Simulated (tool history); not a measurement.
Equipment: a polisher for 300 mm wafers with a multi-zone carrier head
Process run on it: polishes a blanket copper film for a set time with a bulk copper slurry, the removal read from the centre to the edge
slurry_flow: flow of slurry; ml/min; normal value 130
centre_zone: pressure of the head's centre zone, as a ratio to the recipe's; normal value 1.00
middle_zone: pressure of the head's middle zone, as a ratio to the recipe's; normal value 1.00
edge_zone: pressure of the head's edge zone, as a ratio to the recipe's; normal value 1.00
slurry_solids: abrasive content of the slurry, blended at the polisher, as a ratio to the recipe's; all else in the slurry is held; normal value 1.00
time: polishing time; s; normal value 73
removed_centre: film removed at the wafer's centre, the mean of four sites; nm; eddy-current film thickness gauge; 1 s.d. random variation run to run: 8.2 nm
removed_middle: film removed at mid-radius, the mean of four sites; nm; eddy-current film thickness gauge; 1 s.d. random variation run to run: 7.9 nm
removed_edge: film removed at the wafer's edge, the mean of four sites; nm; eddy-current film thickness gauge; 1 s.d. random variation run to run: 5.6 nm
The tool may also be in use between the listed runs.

run,hour,slurry_flow,centre_zone,middle_zone,edge_zone,slurry_solids,time,wafers since the last listed run,wafers polished on this pad,hours since the slurry nozzle was cleaned,hours since the centre zone pressure was calibrated,hours since the edge zone pressure was calibrated,hours since the carrier head's membrane was replaced,"incoming thickness of the incoming film, nm",removed_centre,removed_middle,removed_edge
1,0.0,130,1.08,1.00,1.00,1.10,65,0,54,681.6,1053.1,86.4,67.1,2989.6,691.8,626.6,644.7
2,6.6,130,1.00,1.00,1.00,0.80,73,83,137,688.2,1059.7,93.0,73.7,3005.1,633.6,620.4,642.5
3,18.6,130,1.00,1.00,1.00,1.00,73,150,288,700.2,1071.7,105.0,85.7,3043.3,692.0,674.4,702.0
4,27.1,95,1.00,0.90,1.00,1.25,55,106,395,708.7,1080.2,113.5,94.2,3006.2,521.9,466.2,536.9
# hour 34.9: centre zone pressure recalibrated
5,57.2,130,1.00,1.00,1.00,1.00,73,353,748,738.8,22.3,143.6,124.3,3043.3,691.3,686.1,698.6
6,69.4,150,1.00,1.11,1.00,1.15,50,153,902,751.0,34.5,155.8,136.5,3009.2,519.6,549.2,508.4
# hour 73.1: slurry nozzle cleaned
7,83.5,130,0.97,1.12,1.00,1.20,98,164,1066,10.4,48.6,169.9,150.6,3020.3,962.5,1039.0,986.0
8,92.3,115,1.00,1.00,1.00,1.00,73,110,1177,19.2,57.4,178.7,159.4,3011.8,679.0,657.0,682.7
9,109.4,130,1.00,1.00,1.00,1.00,73,215,1392,36.3,74.5,195.8,176.5,3043.0,694.0,673.7,687.9
# hour 128.4: worn pad replaced by a new one
10,132.1,170,1.10,1.00,1.00,1.00,87,235,46,59.0,97.2,218.5,199.2,2994.6,963.1,851.4,858.0
11,140.7,130,1.00,1.00,0.89,1.00,73,108,154,67.6,105.8,227.1,207.8,3055.3,695.3,678.8,655.0
12,152.9,130,1.00,1.00,1.00,1.00,73,153,307,79.8,118.0,239.3,220.0,2963.7,693.4,675.0,688.4
13,161.2,130,1.00,1.00,1.07,1.00,73,104,412,88.1,126.3,247.6,228.3,3057.9,689.2,669.0,711.4
14,177.3,130,0.93,1.00,1.00,1.00,73,202,614,104.2,142.4,263.7,244.4,2975.1,639.8,672.9,702.0
15,189.6,130,1.00,0.89,0.88,1.00,73,154,769,116.5,154.7,276.0,256.7,3035.2,695.2,606.4,659.2
16,203.4,130,1.00,1.11,1.00,1.00,73,173,943,130.3,168.5,289.8,270.5,2997.2,698.7,740.4,689.3
17,219.9,130,0.91,1.08,1.00,1.15,73,207,1150,146.8,185.0,306.3,287.0,2971.8,671.0,764.0,730.7
18,229.3,130,1.00,1.00,1.00,1.00,73,118,1269,156.2,194.4,315.7,296.4,3010.5,688.8,683.8,695.3
# hour 249.0: worn pad replaced by a new one
19,249.5,130,1.12,1.00,1.05,1.00,83,203,6,176.4,214.6,335.9,316.6,2973.2,885.4,753.8,815.7
20,254.9,105,1.00,0.91,1.00,1.20,73,67,74,181.8,220.0,341.3,322.0,2991.9,717.4,632.1,712.0
21,268.7,130,1.00,1.00,1.00,1.00,73,173,248,195.6,233.8,355.1,335.8,3005.3,710.1,671.5,696.9
22,282.5,130,1.00,0.90,1.00,1.00,85,173,421,209.4,247.6,368.9,349.6,3025.0,817.7,722.1,811.4
23,291.8,130,1.00,1.00,1.11,0.90,65,117,538,218.7,256.9,378.2,358.9,2988.7,598.6,575.9,623.0

3 ways to go on from here, each from the tool as it stands after run 23. What would each give?
A,292.3,130,1.00,1.00,1.00,1.00,73,6,545,219.2,257.4,378.7,359.4,3043.4,?,?,?
B,292.3,105,0.89,1.00,1.00,1.00,73,6,545,219.2,257.4,378.7,359.4,3043.4,?,?,?
C,292.3,130,1.00,1.11,1.00,1.25,73,6,545,219.2,257.4,378.7,359.4,3043.4,?,?,?

run,removed_centre,removed_middle,removed_edge
A,694.1,682.3,695.1
B,585.2,651.5,672.9
C,750.6,805.8,750.0
Had the tool no hidden state, the same runs would have come out as:
run,removed_centre,removed_middle,removed_edge
A,694.1,682.3,695.1
B,585.2,651.5,672.9
C,750.6,805.8,750.0

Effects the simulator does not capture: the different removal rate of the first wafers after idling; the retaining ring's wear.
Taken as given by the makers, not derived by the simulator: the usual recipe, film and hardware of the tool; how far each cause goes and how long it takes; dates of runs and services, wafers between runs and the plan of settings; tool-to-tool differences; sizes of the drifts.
